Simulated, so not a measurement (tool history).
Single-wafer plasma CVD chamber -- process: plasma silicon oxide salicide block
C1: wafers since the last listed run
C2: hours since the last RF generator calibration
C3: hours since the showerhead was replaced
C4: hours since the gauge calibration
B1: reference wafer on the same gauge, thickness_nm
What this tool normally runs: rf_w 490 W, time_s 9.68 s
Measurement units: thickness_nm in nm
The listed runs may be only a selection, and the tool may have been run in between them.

Run 1, hour 0: usual settings; C1 0; C2 1774.3; C3 4075.1; C4 134.4; B1 71.506. Result: thickness_nm 87.646 nm.
Run 2, hour 7.7: usual settings; C1 336; C2 1782; C3 4082.8; C4 142.1; B1 71.493. Result: thickness_nm 87.704 nm.
At hour 7.8: gauge calibrated.
Run 3, hour 25.5: usual settings but rf_w 565 W; C1 777; C2 1799.8; C3 4100.6; C4 17.7; B1 71.499. Result: thickness_nm 92.696 nm.
Run 4, hour 40.1: usual settings; C1 637; C2 1814.4; C3 4115.2; C4 32.3; B1 71.502. Result: thickness_nm 87.725 nm.
Run 5, hour 55.4: usual settings; C1 668; C2 1829.7; C3 4130.5; C4 47.6; B1 71.476. Result: thickness_nm 87.706 nm.
Run 6, hour 63.1: usual settings; C1 336; C2 1837.4; C3 4138.2; C4 55.3; B1 71.498. Result: thickness_nm 87.396 nm.
Run 7, hour 73.4: usual settings but time_s 8.91 s; C1 449; C2 1847.7; C3 4148.5; C4 65.6; B1 71.501. Result: thickness_nm 80.678 nm.
Run 8, hour 88.8: usual settings but time_s 8.91 s; C1 672; C2 1863.1; C3 4163.9; C4 81; B1 71.492. Result: thickness_nm 80.734 nm.
Run 9, hour 98.3: usual settings but time_s 8.91 s; C1 415; C2 1872.6; C3 4173.4; C4 90.5; B1 71.525. Result: thickness_nm 80.689 nm.
At hour 107.6: RF generator calibrated.
Run 10, hour 114.3: usual settings; C1 349; C2 6.7; C3 4189.4; C4 106.5; B1 71.513. Result: thickness_nm 87.878 nm.
Run 11, hour 121.2: usual settings; C1 301; C2 13.6; C3 4196.3; C4 113.4; B1 71.502. Result: thickness_nm 87.841 nm.
Run 12, hour 131.6: usual settings but rf_w 585 W, time_s 7.94 s; C1 454; C2 24; C3 4206.7; C4 123.8; B1 71.469. Result: thickness_nm 77.198 nm.
At hour 145.8: showerhead replaced.
Run 13, hour 146.3: usual settings but rf_w 590 W, time_s 11.55 s; C1 292; C2 38.7; C3 0.5; C4 138.5; B1 71.498. Result: thickness_nm 112.737 nm.
At hour 151.2: gauge calibrated.
Run 14, hour 155.2: usual settings but rf_w 415 W, time_s 11.17 s; C1 388; C2 47.6; C3 9.4; C4 4; B1 71.497. Result: thickness_nm 94.499 nm.
Run 15, hour 162.4: usual settings but rf_w 525 W, time_s 10.64 s; C1 314; C2 54.8; C3 16.6; C4 11.2; B1 71.52. Result: thickness_nm 99.267 nm.
Run 16, hour 174.8: usual settings but rf_w 405 W, time_s 10.78 s; C1 541; C2 67.2; C3 29; C4 23.6; B1 71.502. Result: thickness_nm 90.006 nm.
Run 17, hour 184.4: usual settings but rf_w 430 W, time_s 8.55 s; C1 419; C2 76.8; C3 38.6; C4 33.2; B1 71.508. Result: thickness_nm 73.342 nm.
Run 18, hour 195.5: usual settings but rf_w 420 W, time_s 8.86 s; C1 484; C2 87.9; C3 49.7; C4 44.3; B1 71.497. Result: thickness_nm 75.214 nm.
Run 19, hour 209.3: usual settings but rf_w 520 W, time_s 7.92 s; C1 602; C2 101.7; C3 63.5; C4 58.1; B1 71.485. Result: thickness_nm 73.374 nm.
Run 20, hour 221.8: usual settings; C1 546; C2 114.2; C3 76; C4 70.6; B1 71.497. Result: thickness_nm 87.814 nm.
Run 21, hour 228.9: usual settings but rf_w 545 W, time_s 8.79 s; C1 310; C2 121.3; C3 83.1; C4 77.7; B1 71.532. Result: thickness_nm 83.209 nm.
Run 22, hour 242.3: usual settings but rf_w 465 W, time_s 10.8 s; C1 585; C2 134.7; C3 96.5; C4 91.1; B1 71.521. Result: thickness_nm 95.859 nm.
Run 23, hour 250.9: usual settings; C1 375; C2 143.3; C3 105.1; C4 99.7; B1 71.509. Result: thickness_nm 87.51 nm.

Each row is a separate what-if for the run after 23, all from the same tool condition, not one after another. Results?
Run A, hour 251.3: usual settings; C1 17; C2 143.7; C3 105.5; C4 100.1; B1 ?. Result: thickness_nm ?.
Run B, hour 251.3: usual settings but rf_w 525 W, time_s 10.35 s; C1 17; C2 143.7; C3 105.5; C4 100.1; B1 ?. Result: thickness_nm ?.
Run C, hour 251.3: usual settings but rf_w 425 W; C1 17; C2 143.7; C3 105.5; C4 100.1; B1 ?. Result: thickness_nm ?.
Run D, hour 251.3: usual settings but rf_w 575 W, time_s 10.55 s; C1 17; C2 143.7; C3 105.5; C4 100.1; B1 ?. Result: thickness_nm ?.

run      B1  thickness_nm
  A  71.473        87.718
  B  71.473        96.403
  C  71.473        82.701
  D  71.473       101.803
Stripped of hidden state, with their random variation kept, the same runs would have yielded:
run  thickness_nm
  A        87.718
  B        96.403
  C        82.701
  D       101.803
